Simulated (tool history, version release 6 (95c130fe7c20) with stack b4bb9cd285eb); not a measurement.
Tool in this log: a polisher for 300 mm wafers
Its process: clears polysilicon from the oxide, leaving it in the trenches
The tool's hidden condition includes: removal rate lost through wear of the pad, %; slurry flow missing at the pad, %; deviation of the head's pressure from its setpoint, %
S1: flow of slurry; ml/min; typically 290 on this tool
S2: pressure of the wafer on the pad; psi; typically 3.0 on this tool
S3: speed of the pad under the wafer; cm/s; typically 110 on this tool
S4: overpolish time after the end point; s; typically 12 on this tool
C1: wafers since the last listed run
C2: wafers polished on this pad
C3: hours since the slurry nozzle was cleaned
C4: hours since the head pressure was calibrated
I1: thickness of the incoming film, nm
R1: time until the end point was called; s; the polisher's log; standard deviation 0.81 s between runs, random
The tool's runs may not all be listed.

| run | hour | S1 | S2 | S3 | S4 | C1 | C2 | C3 | C4 | I1 | R1 |
|---|---|---|---|---|---|---|---|---|---|---|---|
| 1 | 0.0 | 265 | 3.0 | 110 | 12 | 0 | 6735 | 44.9 | 481.8 | 707.2 | 45.5 |
|  | 50.0 | head pressure recalibrated |
|  | 50.6 | worn pad replaced by a new one |
| 2 | 67.2 | 265 | 3.0 | 110 | 12 | 832 | 214 | 112.1 | 17.2 | 716.7 | 44.0 |
| 3 | 118.2 | 290 | 3.0 | 110 | 12 | 656 | 871 | 163.1 | 68.2 | 703.9 | 42.1 |
| 4 | 187.1 | 290 | 3.0 | 110 | 12 | 887 | 1758 | 232.0 | 137.1 | 715.6 | 44.2 |
| 5 | 219.3 | 290 | 3.0 | 110 | 12 | 414 | 2173 | 264.2 | 169.3 | 709.8 | 43.2 |
| 6 | 247.6 | 290 | 3.0 | 110 | 12 | 364 | 2537 | 292.5 | 197.6 | 708.5 | 44.1 |
| 7 | 360.2 | 290 | 3.0 | 110 | 7 | 1450 | 3987 | 405.1 | 310.2 | 717.0 | 43.6 |
| 8 | 408.2 | 290 | 3.0 | 110 | 7 | 618 | 4606 | 453.1 | 358.2 | 708.6 | 44.7 |
| 9 | 446.4 | 290 | 3.0 | 110 | 12 | 491 | 5098 | 491.3 | 396.4 | 702.1 | 43.3 |
| 10 | 504.2 | 290 | 3.0 | 80 | 12 | 744 | 5842 | 549.1 | 454.2 | 722.0 | 60.0 |
|  | 537.8 | worn pad replaced by a new one |
|  | 544.3 | slurry nozzle cleaned |
|  | 555.3 | head pressure recalibrated |
| 11 | 659.7 | 290 | 3.0 | 96 | 17 | 1912 | 1531 | 115.4 | 104.4 | 697.1 | 49.4 |
| 12 | 724.5 | 220 | 3.0 | 144 | 12 | 834 | 2366 | 180.2 | 169.2 | 702.7 | 33.3 |
| 13 | 751.4 | 195 | 3.0 | 92 | 17 | 346 | 2712 | 207.1 | 196.1 | 706.5 | 53.1 |
| 14 | 818.4 | 290 | 3.0 | 110 | 12 | 862 | 3575 | 274.1 | 263.1 | 716.2 | 43.7 |
| 15 | 855.6 | 290 | 3.0 | 88 | 12 | 479 | 4054 | 311.3 | 300.3 | 713.7 | 53.0 |
| 16 | 888.0 | 290 | 2.0 | 110 | 12 | 417 | 4471 | 343.7 | 332.7 | 713.3 | 62.4 |
| 17 | 934.3 | 290 | 3.0 | 110 | 12 | 596 | 5068 | 390.0 | 379.0 | 707.6 | 43.4 |
| 18 | 980.0 | 190 | 3.0 | 142 | 12 | 588 | 5656 | 435.7 | 424.7 | 702.0 | 34.4 |
| 19 | 1019.1 | 290 | 3.0 | 110 | 12 | 503 | 6160 | 474.8 | 463.8 | 702.3 | 43.4 |
|  | 1023.1 | slurry nozzle cleaned |
|  | 1028.1 | worn pad replaced by a new one |
| 20 | 1044.5 | 290 | 2.6 | 110 | 12 | 262 | 211 | 21.4 | 489.2 | 724.1 | 44.4 |
| 21 | 1091.5 | 290 | 3.0 | 110 | 12 | 605 | 817 | 68.4 | 536.2 | 713.1 | 38.7 |
| 22 | 1123.6 | 290 | 3.4 | 110 | 17 | 413 | 1230 | 100.5 | 568.3 | 716.8 | 33.2 |
|  | 1126.0 | head pressure recalibrated |
| 23 | 1164.9 | 205 | 3.7 | 94 | 19 | 506 | 1736 | 141.8 | 38.9 | 702.6 | 42.1 |

The next listed run, before its measurement:
| 24 | 1255.3 | 205 | 3.0 | 110 | 17 | 1164 | 2900 | 232.2 | 129.3 | 716.4 | ? |

Run 24 yielded R1 43.5 s.
Were there no unlogged condition in the tool, this run, its random variation unchanged, would have produced R1 42.0 s.
